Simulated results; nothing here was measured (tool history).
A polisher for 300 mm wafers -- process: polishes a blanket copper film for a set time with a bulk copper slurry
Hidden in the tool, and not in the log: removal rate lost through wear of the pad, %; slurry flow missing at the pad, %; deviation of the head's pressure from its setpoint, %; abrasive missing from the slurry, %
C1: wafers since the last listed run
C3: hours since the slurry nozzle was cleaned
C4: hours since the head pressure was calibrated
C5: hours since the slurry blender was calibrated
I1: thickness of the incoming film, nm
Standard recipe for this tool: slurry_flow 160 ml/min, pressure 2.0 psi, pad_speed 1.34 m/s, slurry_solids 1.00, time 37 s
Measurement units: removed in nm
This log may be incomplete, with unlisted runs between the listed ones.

Run 1, hour 0.0: usual settings but slurry_flow 180 ml/min; C1 0; wafers polished on this pad 4369; C3 662.4; C4 605.2; C5 522.0; I1 3305.1. Result: removed 305.0 nm.
At hour 42.9: slurry nozzle cleaned.
Run 2, hour 44.8: usual settings; C1 509; wafers polished on this pad 4878; C3 1.9; C4 650.0; C5 566.8; I1 3304.5. Result: removed 287.9 nm.
At hour 48.7: head pressure recalibrated.
Run 3, hour 120.6: usual settings; C1 858; wafers polished on this pad 5736; C3 77.7; C4 71.9; C5 642.6; I1 3306.4. Result: removed 289.3 nm.
Run 4, hour 156.7: usual settings; C1 419; wafers polished on this pad 6156; C3 113.8; C4 108.0; C5 678.7; I1 3380.6. Result: removed 291.1 nm.
At hour 209.1: slurry blender recalibrated.
Run 5, hour 211.5: usual settings but pressure 1.6 psi; C1 613; wafers polished on this pad 6770; C3 168.6; C4 162.8; C5 2.4; I1 3365.1. Result: removed 245.1 nm.
Run 6, hour 257.7: usual settings but pressure 1.6 psi; C1 537; wafers polished on this pad 7307; C3 214.8; C4 209.0; C5 48.6; I1 3339.8. Result: removed 241.9 nm.
At hour 330.8: worn pad replaced by a new one.
Run 7, hour 538.6: usual settings but pressure 1.6 psi; C1 3219; wafers polished on this pad 2416; C3 495.7; C4 489.9; C5 329.5; I1 3391.7. Result: removed 240.8 nm.
Run 8, hour 646.3: usual settings but slurry_solids 0.75; C1 1252; wafers polished on this pad 3669; C3 603.4; C4 597.6; C5 437.2; I1 3391.5. Result: removed 267.9 nm.
At hour 660.4: head pressure recalibrated.
Run 9, hour 693.3: usual settings but pressure 1.8 psi, pad_speed 0.98 m/s, time 45 s; C1 523; wafers polished on this pad 4192; C3 650.4; C4 32.9; C5 484.2; I1 3379.2. Result: removed 241.4 nm.
At hour 701.5: slurry nozzle cleaned.
Run 10, hour 731.6: usual settings but pressure 1.6 psi; C1 433; wafers polished on this pad 4625; C3 30.1; C4 71.2; C5 522.5; I1 3378.7. Result: removed 235.9 nm.
Run 11, hour 816.6: usual settings but slurry_solids 1.25; C1 988; wafers polished on this pad 5614; C3 115.1; C4 156.2; C5 607.5; I1 3372.7. Result: removed 310.7 nm.
Run 12, hour 859.0: usual settings; C1 493; wafers polished on this pad 6107; C3 157.5; C4 198.6; C5 649.9; I1 3380.8. Result: removed 284.8 nm.
At hour 878.7: slurry blender recalibrated.
Run 13, hour 932.4: usual settings but slurry_flow 135 ml/min, pad_speed 1.52 m/s, slurry_solids 0.75; C1 830; wafers polished on this pad 6937; C3 230.9; C4 272.0; C5 53.7; I1 3368.4. Result: removed 304.9 nm.
At hour 965.7: worn pad replaced by a new one.
Run 14, hour 1037.2: usual settings but slurry_flow 180 ml/min, pressure 2.4 psi, slurry_solids 0.85, time 47 s; C1 1172; wafers polished on this pad 831; C3 335.7; C4 376.8; C5 158.5; I1 3360.5. Result: removed 463.6 nm.
Run 15, hour 1106.2: usual settings but slurry_flow 180 ml/min, pressure 1.7 psi, time 43 s; C1 802; wafers polished on this pad 1634; C3 404.7; C4 445.8; C5 227.5; I1 3350.6. Result: removed 317.0 nm.
Run 16, hour 1150.2: usual settings but pressure 1.4 psi; C1 511; wafers polished on this pad 2145; C3 448.7; C4 489.8; C5 271.5; I1 3381.3. Result: removed 218.3 nm.
Run 17, hour 1233.5: usual settings but slurry_solids 1.30; C1 968; wafers polished on this pad 3114; C3 532.0; C4 573.1; C5 354.8; I1 3341.8. Result: removed 329.2 nm.
Run 18, hour 1273.0: usual settings but pad_speed 1.58 m/s, time 50 s; C1 459; wafers polished on this pad 3573; C3 571.5; C4 612.6; C5 394.3; I1 3363.2. Result: removed 480.3 nm.
Run 19, hour 1313.4: usual settings but slurry_solids 0.90, time 30 s; C1 469; wafers polished on this pad 4043; C3 611.9; C4 653.0; C5 434.7; I1 3264.9. Result: removed 234.2 nm.
Run 20, hour 1384.1: usual settings; C1 822; wafers polished on this pad 4865; C3 682.6; C4 723.7; C5 505.4; I1 3401.5. Result: removed 295.4 nm.
At hour 1458.7: head pressure recalibrated.
Run 21, hour 1459.9: usual settings but slurry_flow 195 ml/min, pressure 1.4 psi, pad_speed 1.50 m/s; C1 858; wafers polished on this pad 5723; C3 758.4; C4 1.2; C5 581.2; I1 3314.3. Result: removed 237.9 nm.
At hour 1499.9: slurry nozzle cleaned.
Run 22, hour 1504.0: usual settings but slurry_flow 200 ml/min, pressure 2.5 psi, pad_speed 1.06 m/s, time 32 s; C1 501; wafers polished on this pad 6224; C3 4.1; C4 45.3; C5 625.3; I1 3300.1. Result: removed 259.6 nm.
At hour 1568.1: slurry blender recalibrated.
Run 23, hour 1609.9: usual settings but slurry_flow 190 ml/min, pressure 1.7 psi; C1 1208; wafers polished on this pad 7432; C3 110.0; C4 151.2; C5 41.8; I1 3402.3. Result: removed 267.7 nm.
Run 24, hour 1671.7: usual settings but pressure 2.4 psi, pad_speed 1.18 m/s, slurry_solids 0.70, time 46 s; C1 718; wafers polished on this pad 8151; C3 171.8; C4 213.0; C5 103.6; I1 3323.2. Result: removed 351.5 nm.
At hour 1761.9: worn pad replaced by a new one.
Run 25, hour 1764.3: usual settings but slurry_flow 145 ml/min, pressure 2.3 psi, pad_speed 1.02 m/s, slurry_solids 0.85; C1 1030; wafers polished on this pad 28; C3 264.4; C4 305.6; C5 196.2; I1 3288.0. Result: removed 256.6 nm.
Run 26, hour 1835.1: usual settings but slurry_flow 110 ml/min, pad_speed 1.12 m/s, time 31 s; C1 823; wafers polished on this pad 851; C3 335.2; C4 376.4; C5 267.0; I1 3313.0. Result: removed 199.1 nm.
Run 27, hour 1893.2: usual settings; C1 675; wafers polished on this pad 1527; C3 393.3; C4 434.5; C5 325.1; I1 3401.7. Result: removed 308.3 nm.
Run 28, hour 1963.3: usual settings but slurry_flow 145 ml/min, pressure 2.7 psi, pad_speed 0.90 m/s, slurry_solids 1.25; C1 815; wafers polished on this pad 2342; C3 463.4; C4 504.6; C5 395.2; I1 3303.2. Result: removed 291.7 nm.
Run 29, hour 2054.1: usual settings but slurry_flow 180 ml/min, slurry_solids 0.75; C1 1055; wafers polished on this pad 3398; C3 554.2; C4 595.4; C5 486.0; I1 3390.3. Result: removed 274.9 nm.
At hour 2113.2: slurry nozzle cleaned.
Run 30, hour 2134.7: usual settings but slurry_flow 215 ml/min, slurry_solids 1.15, time 46 s; C1 925; wafers polished on this pad 4323; C3 21.5; C4 676.0; C5 566.6; I1 3346.3. Result: removed 405.7 nm.

Some steps in removed between neighbouring runs. How much of each would the tool show without its hidden state too (settings, what came in, random variation), and how much is left for the hidden state, with any gauge scatter that isn't in both results?
Run 4 -> 5: pressure 2.0 -> 1.6, slurry blender recalibrated. removed -46.0 nm: hidden state +21.9, all else -67.9.
Run 12 -> 13: slurry_flow 160 -> 135, pad_speed 1.34 -> 1.52, slurry_solids 1.00 -> 0.75, slurry blender recalibrated. removed +20.1 nm: hidden state +19.1, all else +1.0.
Run 13 -> 14: slurry_flow 135 -> 180, pressure 2.0 -> 2.4, pad_speed 1.52 -> 1.34, slurry_solids 0.75 -> 0.85, time 37 -> 47, worn pad replaced by a new one. removed +158.7 nm: hidden state +5.3, all else +153.4.
Run 17 -> 18: pad_speed 1.34 -> 1.58, slurry_solids 1.30 -> 1.00, time 37 -> 50. removed +151.1 nm: hidden state -10.5, all else +161.6.
Run 18 -> 19: pad_speed 1.58 -> 1.34, slurry_solids 1.00 -> 0.90, time 50 -> 30. removed -246.1 nm: hidden state +13.0, all else -259.1.
Run 29 -> 30: slurry_flow 180 -> 215, slurry_solids 0.75 -> 1.15, time 37 -> 46, slurry nozzle cleaned. removed +130.8 nm: hidden state -17.8, all else +148.6.
